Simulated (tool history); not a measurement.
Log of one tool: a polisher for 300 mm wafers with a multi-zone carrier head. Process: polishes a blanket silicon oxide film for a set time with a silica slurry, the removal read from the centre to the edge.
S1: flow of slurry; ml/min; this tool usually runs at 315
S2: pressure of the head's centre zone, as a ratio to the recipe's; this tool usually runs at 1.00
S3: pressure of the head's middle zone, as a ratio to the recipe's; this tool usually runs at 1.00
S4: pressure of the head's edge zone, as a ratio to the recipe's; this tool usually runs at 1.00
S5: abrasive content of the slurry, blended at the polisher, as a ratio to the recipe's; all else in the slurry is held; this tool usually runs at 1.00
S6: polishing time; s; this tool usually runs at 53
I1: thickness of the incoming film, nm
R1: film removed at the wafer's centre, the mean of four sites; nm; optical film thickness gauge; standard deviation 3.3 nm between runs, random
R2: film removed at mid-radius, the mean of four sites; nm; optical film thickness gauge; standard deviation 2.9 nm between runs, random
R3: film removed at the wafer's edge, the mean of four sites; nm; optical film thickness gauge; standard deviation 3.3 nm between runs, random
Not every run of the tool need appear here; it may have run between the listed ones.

{"run": 1, "day": 0.0, "S1": 315, "S2": 1.0, "S3": 1.0, "S4": 1.0, "S5": 0.9, "S6": 53, "I1": 1252.5, "R1": 241.5, "R2": 240.5, "R3": 242.2}
{"run": 2, "day": 1.033, "S1": 315, "S2": 1.0, "S3": 1.0, "S4": 1.0, "S5": 1.0, "S6": 53, "I1": 1233.9, "R1": 247.7, "R2": 241.7, "R3": 245.5}
{"run": 3, "day": 3.017, "S1": 315, "S2": 1.0, "S3": 1.0, "S4": 1.0, "S5": 1.0, "S6": 53, "I1": 1248.8, "R1": 254.3, "R2": 245.7, "R3": 252.6}
{"run": 4, "day": 4.483, "S1": 315, "S2": 1.04, "S3": 1.0, "S4": 1.0, "S5": 1.0, "S6": 53, "I1": 1247.4, "R1": 260.5, "R2": 247.4, "R3": 241.4}
{"run": 5, "day": 5.6, "S1": 315, "S2": 1.0, "S3": 1.0, "S4": 1.0, "S5": 1.0, "S6": 53, "I1": 1253.4, "R1": 243.2, "R2": 240.9, "R3": 237.6}
{"run": 6, "day": 6.871, "S1": 315, "S2": 1.0, "S3": 1.0, "S4": 1.0, "S5": 1.0, "S6": 53, "I1": 1255.5, "R1": 255.3, "R2": 249.8, "R3": 253.0}
{"run": 7, "day": 8.283, "S1": 270, "S2": 1.0, "S3": 1.0, "S4": 1.0, "S5": 1.0, "S6": 53, "I1": 1247.3, "R1": 246.1, "R2": 241.3, "R3": 244.0}
{"run": 8, "day": 9.779, "S1": 315, "S2": 1.0, "S3": 1.0, "S4": 1.0, "S5": 1.0, "S6": 53, "I1": 1249.1, "R1": 250.2, "R2": 237.0, "R3": 240.5}
{"run": 9, "day": 10.417, "S1": 315, "S2": 1.0, "S3": 1.0, "S4": 1.0, "S5": 1.0, "S6": 53, "I1": 1238.8, "R1": 237.8, "R2": 236.6, "R3": 238.1}
{"run": 10, "day": 10.958, "S1": 315, "S2": 1.0, "S3": 1.0, "S4": 1.0, "S5": 1.0, "S6": 53, "I1": 1236.2, "R1": 242.7, "R2": 235.8, "R3": 237.3}
{"run": 11, "day": 11.462, "S1": 315, "S2": 0.89, "S3": 1.04, "S4": 1.0, "S5": 1.0, "S6": 46, "I1": 1260.4, "R1": 196.5, "R2": 225.8, "R3": 219.2}
{"run": 12, "day": 12.004, "S1": 315, "S2": 1.0, "S3": 1.0, "S4": 1.0, "S5": 1.0, "S6": 53, "I1": 1246.6, "R1": 245.7, "R2": 242.5, "R3": 246.8}
{"run": 13, "day": 12.929, "S1": 315, "S2": 0.89, "S3": 1.04, "S4": 1.0, "S5": 1.0, "S6": 46, "I1": 1252.6, "R1": 191.4, "R2": 222.0, "R3": 213.9}
{"run": 14, "day": 14.075, "S1": 245, "S2": 0.91, "S3": 1.0, "S4": 1.0, "S5": 0.75, "S6": 53, "I1": 1247.7, "R1": 195.8, "R2": 212.4, "R3": 212.3}
{"run": 15, "day": 15.225, "S1": 315, "S2": 1.0, "S3": 1.1, "S4": 1.0, "S5": 1.0, "S6": 61, "I1": 1275.5, "R1": 298.2, "R2": 313.8, "R3": 287.4}
{"run": 16, "day": 16.429, "S1": 375, "S2": 1.0, "S3": 1.0, "S4": 0.9, "S5": 1.0, "S6": 53, "I1": 1238.4, "R1": 253.5, "R2": 247.2, "R3": 237.4}
{"run": 17, "day": 17.321, "S1": 315, "S2": 1.0, "S3": 1.0, "S4": 1.0, "S5": 1.0, "S6": 53, "I1": 1279.2, "R1": 242.8, "R2": 242.2, "R3": 248.3}
{"run": 18, "day": 18.175, "S1": 315, "S2": 1.0, "S3": 1.0, "S4": 1.0, "S5": 0.85, "S6": 53, "I1": 1264.1, "R1": 228.7, "R2": 230.2, "R3": 231.9}
{"run": 19, "day": 19.383, "S1": 315, "S2": 1.0, "S3": 1.0, "S4": 1.0, "S5": 1.0, "S6": 53, "I1": 1240.0, "R1": 256.0, "R2": 248.1, "R3": 250.9}
{"run": 20, "day": 20.083, "S1": 315, "S2": 0.94, "S3": 1.0, "S4": 1.0, "S5": 0.8, "S6": 48, "I1": 1252.2, "R1": 199.6, "R2": 205.8, "R3": 211.8}

Withheld: 9 entries from between the runs. Position of each, and hidden state at the listed run before versus the listed run after:
Runs 2 to 3: worn pad replaced by a new one (day 2.575)
  removal rate lost through wear of the pad, %: 3.32 -> 0.665
  measured result minus the result with no hidden state, R1: -8.6 -> -1.7 nm; R2: -8.3 -> -1.6 nm; R3: -8.5 -> -1.7 nm
Runs 5 to 6: worn pad replaced by a new one (day 6.783)
  removal rate lost through wear of the pad, %: 4.39 -> 0.811
  measured result minus the result with no hidden state, R1: -11.2 -> -2.1 nm; R2: -11.1 -> -2.0 nm; R3: -10.9 -> -2.1 nm
Runs 6 to 7: centre zone pressure recalibrated (day 7.033); carrier head's membrane replaced by a new one (day 7.417)
  removal rate lost through wear of the pad, %: 0.811 -> 2.85
  measured result minus the result with no hidden state, R1: -2.1 -> -7.2 nm; R2: -2.0 -> -7.1 nm; R3: -2.1 -> -7.2 nm
Runs 10 to 11: worn pad replaced by a new one (day 11.129)
  removal rate lost through wear of the pad, %: 6.71 -> 1.09
  measured result minus the result with no hidden state, R1: -17.4 -> -2.2 nm; R2: -17.0 -> -2.5 nm; R3: -17.1 -> -2.4 nm
Runs 14 to 15: slurry nozzle cleaned (day 14.171); worn pad replaced by a new one (day 15.204)
  removal rate lost through wear of the pad, %: 4.86 -> 0.597
  measured result minus the result with no hidden state, R1: -10.0 -> -1.8 nm; R2: -10.8 -> -1.9 nm; R3: -10.9 -> -1.7 nm
Runs 15 to 16: edge zone pressure recalibrated (day 15.725)
  removal rate lost through wear of the pad, %: 0.597 -> 2.33
  measured result minus the result with no hidden state, R1: -1.8 -> -6.1 nm; R2: -1.9 -> -5.9 nm; R3: -1.7 -> -5.7 nm
Runs 18 to 19: worn pad replaced by a new one (day 19.346)
  removal rate lost through wear of the pad, %: 4.85 -> 1.1
  measured result minus the result with no hidden state, R1: -11.7 -> -2.9 nm; R2: -11.8 -> -2.8 nm; R3: -11.8 -> -2.8 nm

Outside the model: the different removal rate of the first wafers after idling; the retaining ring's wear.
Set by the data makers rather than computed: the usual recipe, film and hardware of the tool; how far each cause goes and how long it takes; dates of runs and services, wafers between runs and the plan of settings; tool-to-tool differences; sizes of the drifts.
